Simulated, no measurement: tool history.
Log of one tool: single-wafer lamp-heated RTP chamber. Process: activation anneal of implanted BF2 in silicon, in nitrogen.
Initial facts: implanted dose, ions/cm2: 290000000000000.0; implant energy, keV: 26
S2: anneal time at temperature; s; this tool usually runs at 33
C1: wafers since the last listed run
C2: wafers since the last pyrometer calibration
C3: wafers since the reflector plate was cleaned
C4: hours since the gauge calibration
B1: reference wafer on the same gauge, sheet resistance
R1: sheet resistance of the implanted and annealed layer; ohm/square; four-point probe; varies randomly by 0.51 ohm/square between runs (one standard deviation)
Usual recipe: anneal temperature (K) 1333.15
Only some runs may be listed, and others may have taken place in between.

run 1 hour=0 | anneal_temperature_(K)=1333.15 S2=33 | C1=0 C2=5041 C3=9187 C4=355.8 | B1=291.01 | R1=337.79
run 2 hour=19.1 | anneal_temperature_(K)=1333.15 S2=33 | C1=292 C2=5334 C3=9480 C4=374.9 | B1=290.97 | R1=337.79
run 3 hour=53.1 | anneal_temperature_(K)=1333.15 S2=33 | C1=521 C2=5856 C3=10001 C4=408.9 | B1=290.99 | R1=337.94
-- hour=62.9 pyrometer window cleaned and pyrometer calibrated
run 4 hour=73.7 | anneal_temperature_(K)=1333.15 S2=26 | C1=193 C2=166 C3=10195 C4=429.5 | B1=291.05 | R1=342.41
run 5 hour=101.1 | anneal_temperature_(K)=1333.15 S2=33 | C1=420 C2=586 C3=10615 C4=456.9 | B1=291.01 | R1=339.63
run 6 hour=135.1 | anneal_temperature_(K)=1345.15 S2=33 | C1=521 C2=1108 C3=11136 C4=490.9 | B1=291.04 | R1=337.44
run 7 hour=157.8 | anneal_temperature_(K)=1345.15 S2=33 | C1=348 C2=1456 C3=11484 C4=513.6 | B1=291.01 | R1=337.41
run 8 hour=173.3 | anneal_temperature_(K)=1333.15 S2=33 | C1=237 C2=1694 C3=11722 C4=529.1 | B1=291.03 | R1=339.54
run 9 hour=192.8 | anneal_temperature_(K)=1333.15 S2=33 | C1=299 C2=1993 C3=12021 C4=548.6 | B1=291.03 | R1=338.55
run 10 hour=220.4 | anneal_temperature_(K)=1333.15 S2=33 | C1=423 C2=2416 C3=12445 C4=576.2 | B1=291.12 | R1=339.4
run 11 hour=247.7 | anneal_temperature_(K)=1333.15 S2=33 | C1=418 C2=2835 C3=12863 C4=603.5 | B1=291.1 | R1=337.85
run 12 hour=263.5 | anneal_temperature_(K)=1333.15 S2=33 | C1=242 C2=3077 C3=13106 C4=619.3 | B1=290.97 | R1=339.48
run 13 hour=285.6 | anneal_temperature_(K)=1333.15 S2=24 | C1=338 C2=3416 C3=13445 C4=641.4 | B1=291 | R1=342.28
run 14 hour=305.5 | anneal_temperature_(K)=1333.15 S2=33 | C1=305 C2=3721 C3=13750 C4=661.3 | B1=291 | R1=337.72
-- hour=311.3 gauge calibrated
run 15 hour=335 | anneal_temperature_(K)=1308.15 S2=23 | C1=452 C2=4174 C3=14202 C4=23.7 | B1=290.98 | R1=346.7
-- hour=398.1 reflector plate cleaned
run 16 hour=438.3 | anneal_temperature_(K)=1344.15 S2=22 | C1=1461 C2=5636 C3=616 C4=127 | B1=290.99 | R1=340.71
-- hour=456.1 pyrometer window cleaned and pyrometer calibrated
run 17 hour=456.6 | anneal_temperature_(K)=1318.15 S2=33 | C1=157 C2=8 C3=774 C4=145.3 | B1=291.04 | R1=343.96
run 18 hour=473.1 | anneal_temperature_(K)=1304.15 S2=23 | C1=253 C2=261 C3=1027 C4=161.8 | B1=290.88 | R1=347.71
run 19 hour=493.3 | anneal_temperature_(K)=1359.15 S2=33 | C1=309 C2=571 C3=1337 C4=182 | B1=290.96 | R1=333.97
run 20 hour=520.2 | anneal_temperature_(K)=1333.15 S2=27 | C1=412 C2=983 C3=1749 C4=208.9 | B1=290.96 | R1=342.68
run 21 hour=541.1 | anneal_temperature_(K)=1309.15 S2=44 | C1=320 C2=1304 C3=2070 C4=229.8 | B1=291.05 | R1=340.68
run 22 hour=553.3 | anneal_temperature_(K)=1333.15 S2=33 | C1=187 C2=1491 C3=2257 C4=242 | B1=291.03 | R1=338.7
run 23 hour=572.1 | anneal_temperature_(K)=1333.15 S2=33 | C1=288 C2=1779 C3=2545 C4=260.8 | B1=290.88 | R1=339.48
run 24 hour=602 | anneal_temperature_(K)=1307.15 S2=28 | C1=458 C2=2238 C3=3004 C4=290.7 | B1=291.18 | R1=345.65
run 25 hour=614.4 | anneal_temperature_(K)=1333.15 S2=33 | C1=190 C2=2428 C3=3194 C4=303.1 | B1=290.92 | R1=339.14

Alternative continuations, all from the tool just after run 25; predict every row:
run A hour=614.8 | anneal_temperature_(K)=1333.15 S2=33 | C1=6 C2=2434 C3=3200 C4=303.5 | B1=? | R1=?
run B hour=614.8 | anneal_temperature_(K)=1309.15 S2=33 | C1=6 C2=2434 C3=3200 C4=303.5 | B1=? | R1=?
run C hour=614.8 | anneal_temperature_(K)=1308.15 S2=39 | C1=6 C2=2434 C3=3200 C4=303.5 | B1=? | R1=?
run D hour=614.8 | anneal_temperature_(K)=1309.15 S2=21 | C1=6 C2=2434 C3=3200 C4=303.5 | B1=? | R1=?
run E hour=614.8 | anneal_temperature_(K)=1346.15 S2=43 | C1=6 C2=2434 C3=3200 C4=303.5 | B1=? | R1=?

run=A B1=291.01 R1=338.84
run=B B1=291.01 R1=343.33
run=C B1=291.01 R1=341.88
run=D B1=291.01 R1=347.03
run=E B1=291.01 R1=332.29
What these runs would have given with no unlogged condition in the tool:
run=A R1=340.12
run=B R1=344.3
run=C R1=342.96
run=D R1=347.7
run=E R1=333.87
